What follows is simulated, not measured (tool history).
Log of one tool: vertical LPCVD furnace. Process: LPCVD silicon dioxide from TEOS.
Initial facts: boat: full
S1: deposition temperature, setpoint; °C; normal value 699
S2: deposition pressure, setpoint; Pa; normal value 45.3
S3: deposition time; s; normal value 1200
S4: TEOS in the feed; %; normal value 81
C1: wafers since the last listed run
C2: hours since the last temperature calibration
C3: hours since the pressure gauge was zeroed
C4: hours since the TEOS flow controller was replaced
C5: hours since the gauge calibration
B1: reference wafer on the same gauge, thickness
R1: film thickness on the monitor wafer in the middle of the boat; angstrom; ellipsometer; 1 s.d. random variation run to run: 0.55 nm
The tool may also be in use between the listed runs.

{"run": 1, "hour": 0.0, "S1": 699, "S2": 45.3, "S3": 840, "S4": 81, "C1": 0, "C2": 1323.4, "C3": 3519.9, "C4": 3550.9, "C5": 1800.1, "B1": 132.03, "R1": 1079.4}
{"run": 2, "hour": 27.1, "S1": 699, "S2": 45.3, "S3": 840, "S4": 81, "C1": 327, "C2": 1350.5, "C3": 3547, "C4": 3578, "C5": 1827.2, "B1": 132, "R1": 1081.1}
{"run": 3, "hour": 78.7, "S1": 692, "S2": 45.3, "S3": 960, "S4": 81, "C1": 623, "C2": 1402.1, "C3": 3598.6, "C4": 3629.6, "C5": 1878.8, "B1": 131.98, "R1": 1052.3}
{"hour": 93.5, "done": "gauge calibrated"}
{"run": 4, "hour": 126.4, "S1": 692, "S2": 45.3, "S3": 960, "S4": 81, "C1": 576, "C2": 1449.8, "C3": 3646.3, "C4": 3677.3, "C5": 32.9, "B1": 131.92, "R1": 1046.3}
{"run": 5, "hour": 194.2, "S1": 692, "S2": 45.3, "S3": 960, "S4": 81, "C1": 818, "C2": 1517.6, "C3": 3714.1, "C4": 3745.1, "C5": 100.7, "B1": 132.1, "R1": 1049.5}
{"run": 6, "hour": 300.1, "S1": 694, "S2": 51.3, "S3": 1200, "S4": 81, "C1": 1279, "C2": 1623.5, "C3": 3820, "C4": 3851, "C5": 206.6, "B1": 131.99, "R1": 1466.1}
{"hour": 330.9, "done": "TEOS flow controller replaced"}
{"run": 7, "hour": 368.8, "S1": 699, "S2": 45.3, "S3": 1200, "S4": 81, "C1": 539, "C2": 1692.2, "C3": 3888.7, "C4": 37.9, "C5": 275.3, "B1": 132.03, "R1": 1539.4}
{"run": 8, "hour": 407.2, "S1": 699, "S2": 36.7, "S3": 750, "S4": 81, "C1": 463, "C2": 1730.6, "C3": 3927.1, "C4": 76.3, "C5": 313.7, "B1": 132.13, "R1": 868.5}
{"run": 9, "hour": 476.9, "S1": 703, "S2": 51.3, "S3": 1200, "S4": 81, "C1": 841, "C2": 1800.3, "C3": 3996.8, "C4": 146, "C5": 383.4, "B1": 131.93, "R1": 1801.8}
{"run": 10, "hour": 522.1, "S1": 699, "S2": 54, "S3": 750, "S4": 68, "C1": 545, "C2": 1845.5, "C3": 4042, "C4": 191.2, "C5": 428.6, "B1": 131.88, "R1": 973.3}
{"run": 11, "hour": 577.2, "S1": 705, "S2": 41.3, "S3": 1590, "S4": 86, "C1": 665, "C2": 1900.6, "C3": 4097.1, "C4": 246.3, "C5": 483.7, "B1": 132.17, "R1": 2303.9}
{"run": 12, "hour": 623.4, "S1": 705, "S2": 45.3, "S3": 1590, "S4": 88, "C1": 558, "C2": 1946.8, "C3": 4143.3, "C4": 292.5, "C5": 529.9, "B1": 132.17, "R1": 2454.5}
{"run": 13, "hour": 658.5, "S1": 704, "S2": 51.3, "S3": 810, "S4": 69, "C1": 423, "C2": 1981.9, "C3": 4178.4, "C4": 327.6, "C5": 565, "B1": 131.95, "R1": 1149.1}
{"run": 14, "hour": 701.1, "S1": 699, "S2": 45.3, "S3": 1200, "S4": 81, "C1": 514, "C2": 2024.5, "C3": 4221, "C4": 370.2, "C5": 607.6, "B1": 132.03, "R1": 1536.5}
{"run": 15, "hour": 853.8, "S1": 689, "S2": 45.3, "S3": 1200, "S4": 81, "C1": 1844, "C2": 2177.2, "C3": 4373.7, "C4": 522.9, "C5": 760.3, "B1": 132.1, "R1": 1218.9}
{"hour": 904.9, "done": "pressure gauge zeroed"}
{"run": 16, "hour": 905.4, "S1": 699, "S2": 45.3, "S3": 1050, "S4": 81, "C1": 333, "C2": 2228.8, "C3": 0.5, "C4": 574.5, "C5": 811.9, "B1": 132.08, "R1": 1400}
{"run": 17, "hour": 1078.5, "S1": 699, "S2": 45.3, "S3": 1200, "S4": 81, "C1": 2090, "C2": 2401.9, "C3": 173.6, "C4": 747.6, "C5": 985, "B1": 131.99, "R1": 1598.8}
{"run": 18, "hour": 1112.9, "S1": 702, "S2": 45.3, "S3": 1650, "S4": 86, "C1": 415, "C2": 2436.3, "C3": 208, "C4": 782, "C5": 1019.4, "B1": 132, "R1": 2411.2}
{"hour": 1156.7, "done": "thermocouples replaced and temperature profile calibrated"}
{"run": 19, "hour": 1157.2, "S1": 711, "S2": 45.3, "S3": 1200, "S4": 65, "C1": 245, "C2": 0.5, "C3": 252.3, "C4": 826.3, "C5": 1063.7, "B1": 131.93, "R1": 1840.3}
{"run": 20, "hour": 1221.3, "S1": 699, "S2": 45.3, "S3": 1200, "S4": 81, "C1": 774, "C2": 64.6, "C3": 316.4, "C4": 890.4, "C5": 1127.8, "B1": 132.06, "R1": 1558.5}
{"run": 21, "hour": 1322.9, "S1": 705, "S2": 45.3, "S3": 1500, "S4": 86, "C1": 1227, "C2": 166.2, "C3": 418, "C4": 992, "C5": 1229.4, "B1": 131.97, "R1": 2306}
{"run": 22, "hour": 1368.9, "S1": 699, "S2": 45.3, "S3": 870, "S4": 81, "C1": 555, "C2": 212.2, "C3": 464, "C4": 1038, "C5": 1275.4, "B1": 132.01, "R1": 1133.6}
{"run": 23, "hour": 1426.8, "S1": 689, "S2": 45.3, "S3": 1200, "S4": 95, "C1": 699, "C2": 270.1, "C3": 521.9, "C4": 1095.9, "C5": 1333.3, "B1": 132.05, "R1": 1334.1}
{"run": 24, "hour": 1479.2, "S1": 709, "S2": 45.3, "S3": 1200, "S4": 96, "C1": 632, "C2": 322.5, "C3": 574.3, "C4": 1148.3, "C5": 1385.7, "B1": 131.98, "R1": 2146.7}
{"run": 25, "hour": 1544.5, "S1": 694, "S2": 37.3, "S3": 1620, "S4": 81, "C1": 788, "C2": 387.8, "C3": 639.6, "C4": 1213.6, "C5": 1451, "B1": 131.94, "R1": 1704.7}
{"run": 26, "hour": 1605.2, "S1": 709, "S2": 50.7, "S3": 1200, "S4": 95, "C1": 733, "C2": 448.5, "C3": 700.3, "C4": 1274.3, "C5": 1511.7, "B1": 131.99, "R1": 2254.4}
{"run": 27, "hour": 1640.3, "S1": 699, "S2": 45.3, "S3": 1200, "S4": 81, "C1": 423, "C2": 483.6, "C3": 735.4, "C4": 1309.4, "C5": 1546.8, "B1": 131.99, "R1": 1565.4}
{"run": 28, "hour": 1685.4, "S1": 699, "S2": 36.7, "S3": 1080, "S4": 74, "C1": 544, "C2": 528.7, "C3": 780.5, "C4": 1354.5, "C5": 1591.9, "B1": 131.94, "R1": 1197.8}
{"run": 29, "hour": 1751.3, "S1": 688, "S2": 45.3, "S3": 1200, "S4": 81, "C1": 796, "C2": 594.6, "C3": 846.4, "C4": 1420.4, "C5": 1657.8, "B1": 131.94, "R1": 1199.7}
{"run": 30, "hour": 1808.2, "S1": 699, "S2": 45.3, "S3": 1200, "S4": 86, "C1": 687, "C2": 651.5, "C3": 903.3, "C4": 1477.3, "C5": 1714.7, "B1": 132.12, "R1": 1612.2}

Branching from run 30: 5 alternative next runs. What would each branch give?
{"run": "A", "hour": 1811.6, "S1": 699, "S2": 42, "S3": 1200, "S4": 81, "C1": 41, "C2": 654.9, "C3": 906.7, "C4": 1480.7, "C5": 1718.1, "B1": "?", "R1": "?"}
{"run": "B", "hour": 1811.6, "S1": 691, "S2": 45.3, "S3": 1200, "S4": 81, "C1": 41, "C2": 654.9, "C3": 906.7, "C4": 1480.7, "C5": 1718.1, "B1": "?", "R1": "?"}
{"run": "C", "hour": 1811.6, "S1": 699, "S2": 55.3, "S3": 1200, "S4": 81, "C1": 41, "C2": 654.9, "C3": 906.7, "C4": 1480.7, "C5": 1718.1, "B1": "?", "R1": "?"}
{"run": "D", "hour": 1811.6, "S1": 707, "S2": 52.7, "S3": 1050, "S4": 76, "C1": 41, "C2": 654.9, "C3": 906.7, "C4": 1480.7, "C5": 1718.1, "B1": "?", "R1": "?"}
{"run": "E", "hour": 1811.6, "S1": 699, "S2": 56, "S3": 1590, "S4": 96, "C1": 41, "C2": 654.9, "C3": 906.7, "C4": 1480.7, "C5": 1718.1, "B1": "?", "R1": "?"}

run=A B1=132.05 R1=1494.7
run=B B1=132.05 R1=1287.1
run=C B1=132.05 R1=1716.9
run=D B1=132.05 R1=1707.8
run=E B1=132.05 R1=2491.6
What these runs would have given with no unlogged condition in the tool:
run=A R1=1495.5
run=B R1=1287.4
run=C R1=1716.5
run=D R1=1707.7
run=E R1=2490.9
